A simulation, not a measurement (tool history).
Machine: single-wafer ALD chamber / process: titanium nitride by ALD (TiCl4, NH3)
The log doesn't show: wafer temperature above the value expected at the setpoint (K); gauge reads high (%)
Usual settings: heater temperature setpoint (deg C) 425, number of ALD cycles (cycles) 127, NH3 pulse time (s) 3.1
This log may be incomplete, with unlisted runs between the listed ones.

| run | hour | heater temperature setpoint (deg C) | number of ALD cycles (cycles) | NH3 pulse time (s) | wafers since the last listed run | hours since the last thermocouple change | hours since the showerhead was replaced | hours since the gauge calibration | read-back reference wafer on the same gauge, thickness_nm | mean film thickness on the monitor wafer (Å) |
|---|---|---|---|---|---|---|---|---|---|---|
| 1 | 0 | 431 | 127 | 3.1 | 0 | 1300.5 | 4768.2 | 331 | 2.908 | 32.32 |
| 2 | 30.5 | 425 | 127 | 3.1 | 71 | 1331 | 4798.7 | 361.5 | 2.912 | 32.56 |
| 3 | 53.7 | 425 | 127 | 3.1 | 54 | 1354.2 | 4821.9 | 384.7 | 2.907 | 32.35 |
| 4 | 71.1 | 425 | 127 | 3.1 | 40 | 1371.6 | 4839.3 | 402.1 | 2.913 | 32.17 |
| 5 | 105.5 | 433 | 127 | 3.1 | 80 | 1406 | 4873.7 | 436.5 | 2.914 | 32.38 |
| 6 | 125.2 | 433 | 127 | 3.1 | 46 | 1425.7 | 4893.4 | 456.2 | 2.915 | 32.33 |
| 7 | 151.5 | 433 | 127 | 3.1 | 61 | 1452 | 4919.7 | 482.5 | 2.913 | 32.39 |
| 8 | 186.3 | 425 | 127 | 3.55 | 81 | 1486.8 | 4954.5 | 517.3 | 2.915 | 32.47 |
| 9 | 220.4 | 425 | 127 | 3.55 | 79 | 1520.9 | 4988.6 | 551.4 | 2.914 | 32.45 |
| 10 | 243.9 | 425 | 127 | 3.1 | 55 | 1544.4 | 5012.1 | 574.9 | 2.915 | 32.52 |
| 11 | 274.4 | 425 | 127 | 3.1 | 71 | 1574.9 | 5042.6 | 605.4 | 2.917 | 32.49 |
| 12 | 295.7 | 425 | 127 | 3.1 | 49 | 1596.2 | 5063.9 | 626.7 | 2.917 | 32.35 |
| 13 | 314.4 | 425 | 127 | 3.1 | 43 | 1614.9 | 5082.6 | 645.4 | 2.918 | 32.45 |
|  | 339.3 | thermocouple changed; heater temperature recalibrated |
| 14 | 347.6 | 425 | 127 | 3.1 | 59 | 8.3 | 5115.8 | 678.6 | 2.922 | 32.54 |
| 15 | 361.3 | 425 | 127 | 3.1 | 32 | 22 | 5129.5 | 692.3 | 2.918 | 32.3 |
| 16 | 383.9 | 425 | 127 | 3.1 | 53 | 44.6 | 5152.1 | 714.9 | 2.917 | 32.54 |
| 17 | 406.9 | 425 | 127 | 3.1 | 53 | 67.6 | 5175.1 | 737.9 | 2.919 | 32.46 |
| 18 | 428.8 | 425 | 127 | 3.1 | 51 | 89.5 | 5197 | 759.8 | 2.919 | 32.44 |
| 19 | 463 | 425 | 127 | 3.1 | 80 | 123.7 | 5231.2 | 794 | 2.922 | 32.51 |
| 20 | 478.1 | 414 | 151 | 2.06 | 35 | 138.8 | 5246.3 | 809.1 | 2.922 | 37.77 |
| 21 | 494.7 | 425 | 127 | 3.1 | 38 | 155.4 | 5262.9 | 825.7 | 2.922 | 32.45 |
| 22 | 524.5 | 425 | 127 | 3.1 | 69 | 185.2 | 5292.7 | 855.5 | 2.924 | 32.42 |
| 23 | 553.1 | 425 | 127 | 3.1 | 67 | 213.8 | 5321.3 | 884.1 | 2.926 | 32.55 |
| 24 | 581.5 | 425 | 127 | 3.1 | 66 | 242.2 | 5349.7 | 912.5 | 2.926 | 32.67 |
| 25 | 665.3 | 412 | 127 | 2.33 | 196 | 326 | 5433.5 | 996.3 | 2.932 | 32.03 |
| 26 | 690.9 | 438 | 140 | 3.8 | 60 | 351.6 | 5459.1 | 1021.9 | 2.929 | 36.11 |
| 27 | 714.5 | 440 | 139 | 4.23 | 55 | 375.2 | 5482.7 | 1045.5 | 2.93 | 35.91 |
|  | 739.4 | showerhead replaced |
| 28 | 779.2 | 431 | 138 | 2.48 | 133 | 439.9 | 39.8 | 1110.2 | 2.927 | 35.34 |
|  | 782.9 | gauge calibrated |
| 29 | 805.6 | 415 | 149 | 3.1 | 61 | 466.3 | 66.2 | 22.7 | 2.899 | 37.88 |
| 30 | 829.8 | 411 | 134 | 2.42 | 56 | 490.5 | 90.4 | 46.9 | 2.903 | 33.52 |
| 31 | 854.1 | 435 | 141 | 4.23 | 57 | 514.8 | 114.7 | 71.2 | 2.898 | 35.89 |
| 32 | 873.4 | 421 | 151 | 2.05 | 45 | 534.1 | 134 | 90.5 | 2.901 | 37.68 |
| 33 | 890 | 412 | 127 | 2.24 | 38 | 550.7 | 150.6 | 107.1 | 2.905 | 31.75 |
| 34 | 915.8 | 425 | 127 | 3.1 | 60 | 576.5 | 176.4 | 132.9 | 2.906 | 32.26 |
| 35 | 930.1 | 434 | 103 | 3.61 | 33 | 590.8 | 190.7 | 147.2 | 2.905 | 26.28 |
| 36 | 955.5 | 425 | 127 | 3.1 | 59 | 616.2 | 216.1 | 172.6 | 2.903 | 32.23 |
| 37 | 990.5 | 440 | 142 | 3.56 | 82 | 651.2 | 251.1 | 207.6 | 2.906 | 36.1 |
| 38 | 1007 | 425 | 127 | 3.1 | 38 | 667.7 | 267.6 | 224.1 | 2.906 | 32.32 |
| 39 | 1026.9 | 425 | 134 | 3.1 | 46 | 687.6 | 287.5 | 244 | 2.905 | 34.1 |
| 40 | 1058.5 | 425 | 137 | 2.6 | 74 | 719.2 | 319.1 | 275.6 | 2.908 | 34.72 |

Measured less the same run without the tool's hidden state. The same run-to-run variation is in both; the gauge's scatter may not be:
| run | mean film thickness on the monitor wafer (Å) |
|---|---|
| 1 | +0.08 |
| 2 | +0.1 |
| 3 | +0.1 |
| 4 | +0.11 |
| 5 | +0.12 |
| 6 | +0.13 |
| 7 | +0.13 |
| 8 | +0.15 |
| 9 | +0.16 |
| 10 | +0.17 |
| 11 | +0.18 |
| 12 | +0.19 |
| 13 | +0.19 |
| 14 | +0.2 |
| 15 | +0.21 |
| 16 | +0.21 |
| 17 | +0.22 |
| 18 | +0.23 |
| 19 | +0.24 |
| 20 | +0.29 |
| 21 | +0.25 |
| 22 | +0.26 |
| 23 | +0.28 |
| 24 | +0.28 |
| 25 | +0.31 |
| 26 | +0.36 |
| 27 | +0.36 |
| 28 | +0.39 |
| 29 | +0.01 |
| 30 | +0.02 |
| 31 | +0.03 |
| 32 | +0.03 |
| 33 | +0.04 |
| 34 | +0.04 |
| 35 | +0.04 |
| 36 | +0.06 |
| 37 | +0.08 |
| 38 | +0.08 |
| 39 | +0.09 |
| 40 | +0.1 |
